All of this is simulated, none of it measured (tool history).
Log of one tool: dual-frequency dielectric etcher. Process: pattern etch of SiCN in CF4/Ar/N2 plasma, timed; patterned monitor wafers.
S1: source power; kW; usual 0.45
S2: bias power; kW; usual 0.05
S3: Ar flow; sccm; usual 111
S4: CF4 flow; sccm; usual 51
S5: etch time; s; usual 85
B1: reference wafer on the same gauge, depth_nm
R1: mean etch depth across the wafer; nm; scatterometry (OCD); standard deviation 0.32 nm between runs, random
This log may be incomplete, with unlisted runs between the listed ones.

{"run": 1, "hour": 0.0, "S1": 0.45, "S2": 0.05, "S3": 111, "S4": 51, "S5": 67, "B1": 51.2, "R1": 48.1}
{"run": 2, "hour": 64.4, "S1": 0.45, "S2": 0.05, "S3": 111, "S4": 51, "S5": 85, "B1": 51.2, "R1": 60.3}
{"hour": 67.7, "done": "gauge calibrated"}
{"run": 3, "hour": 124.5, "S1": 0.45, "S2": 0.05, "S3": 111, "S4": 51, "S5": 85, "B1": 51.3, "R1": 61.4}
{"run": 4, "hour": 193.4, "S1": 0.45, "S2": 0.05, "S3": 111, "S4": 51, "S5": 85, "B1": 51.2, "R1": 60.7}
{"run": 5, "hour": 287.5, "S1": 0.52, "S2": 0.05, "S3": 111, "S4": 51, "S5": 85, "B1": 51.2, "R1": 69}
{"hour": 309.2, "done": "CF4 flow controller replaced"}
{"hour": 391.7, "done": "source power generator calibrated"}
{"hour": 436.2, "done": "wet clean of the chamber"}
{"run": 6, "hour": 436.7, "S1": 0.52, "S2": 0.05, "S3": 111, "S4": 51, "S5": 85, "B1": 51.2, "R1": 69.3}
{"hour": 473.9, "done": "Ar flow controller replaced"}
{"hour": 488.9, "done": "bias power generator calibrated"}
{"run": 7, "hour": 517.6, "S1": 0.45, "S2": 0.05, "S3": 111, "S4": 51, "S5": 85, "B1": 51.2, "R1": 59.3}
{"run": 8, "hour": 599.3, "S1": 0.45, "S2": 0.05, "S3": 111, "S4": 46, "S5": 85, "B1": 51.2, "R1": 58.8}
{"run": 9, "hour": 645.6, "S1": 0.51, "S2": 0.04, "S3": 111, "S4": 41, "S5": 104, "B1": 51.3, "R1": 68.6}
{"run": 10, "hour": 686.0, "S1": 0.45, "S2": 0.059, "S3": 135, "S4": 51, "S5": 85, "B1": 51.3, "R1": 63.3}
{"run": 11, "hour": 786.6, "S1": 0.45, "S2": 0.05, "S3": 111, "S4": 51, "S5": 85, "B1": 51.2, "R1": 60.5}
{"run": 12, "hour": 860.2, "S1": 0.45, "S2": 0.05, "S3": 111, "S4": 51, "S5": 104, "B1": 51.1, "R1": 74}
{"run": 13, "hour": 960.0, "S1": 0.39, "S2": 0.05, "S3": 111, "S4": 45, "S5": 85, "B1": 51.1, "R1": 52.4}
{"hour": 996.7, "done": "wet clean of the chamber"}
{"run": 14, "hour": 997.4, "S1": 0.45, "S2": 0.05, "S3": 111, "S4": 55, "S5": 85, "B1": 51.3, "R1": 61.5}
{"hour": 1016.8, "done": "gauge calibrated"}
{"hour": 1041.1, "done": "upper electrode replaced"}
{"run": 15, "hour": 1098.4, "S1": 0.45, "S2": 0.05, "S3": 101, "S4": 51, "S5": 85, "B1": 51.2, "R1": 61.6}
{"run": 16, "hour": 1179.2, "S1": 0.45, "S2": 0.05, "S3": 111, "S4": 41, "S5": 85, "B1": 51.2, "R1": 58.3}
{"run": 17, "hour": 1263.4, "S1": 0.52, "S2": 0.046, "S3": 111, "S4": 51, "S5": 61, "B1": 51.1, "R1": 47.2}
{"run": 18, "hour": 1351.1, "S1": 0.52, "S2": 0.05, "S3": 111, "S4": 51, "S5": 85, "B1": 51.1, "R1": 68.7}
{"run": 19, "hour": 1437.3, "S1": 0.37, "S2": 0.05, "S3": 122, "S4": 60, "S5": 106, "B1": 51.2, "R1": 65}
{"hour": 1506.7, "done": "wet clean of the chamber"}
{"run": 20, "hour": 1507.2, "S1": 0.53, "S2": 0.045, "S3": 111, "S4": 59, "S5": 95.5, "B1": 51.2, "R1": 76.8}

Forecast each of these 5 alternatives for the next run:
{"run": "A", "hour": 1507.6, "S1": 0.39, "S2": 0.05, "S3": 111, "S4": 51, "S5": 85, "B1": "?", "R1": "?"}
{"run": "B", "hour": 1507.6, "S1": 0.45, "S2": 0.057, "S3": 111, "S4": 63, "S5": 85, "B1": "?", "R1": "?"}
{"run": "C", "hour": 1507.6, "S1": 0.45, "S2": 0.06, "S3": 111, "S4": 51, "S5": 85, "B1": "?", "R1": "?"}
{"run": "D", "hour": 1507.6, "S1": 0.45, "S2": 0.045, "S3": 85, "S4": 51, "S5": 71, "B1": "?", "R1": "?"}
{"run": "E", "hour": 1507.6, "S1": 0.38, "S2": 0.05, "S3": 111, "S4": 51, "S5": 110.5, "B1": "?", "R1": "?"}

run=A B1=51.1 R1=53.7
run=B B1=51.1 R1=67.2
run=C B1=51.1 R1=66.5
run=D B1=51.1 R1=50.3
run=E B1=51.1 R1=68.3
With the hidden condition removed and each run's random variation left untouched, the same runs would have given:
run=A R1=52.6
run=B R1=65.8
run=C R1=65
run=D R1=49.4
run=E R1=66.9
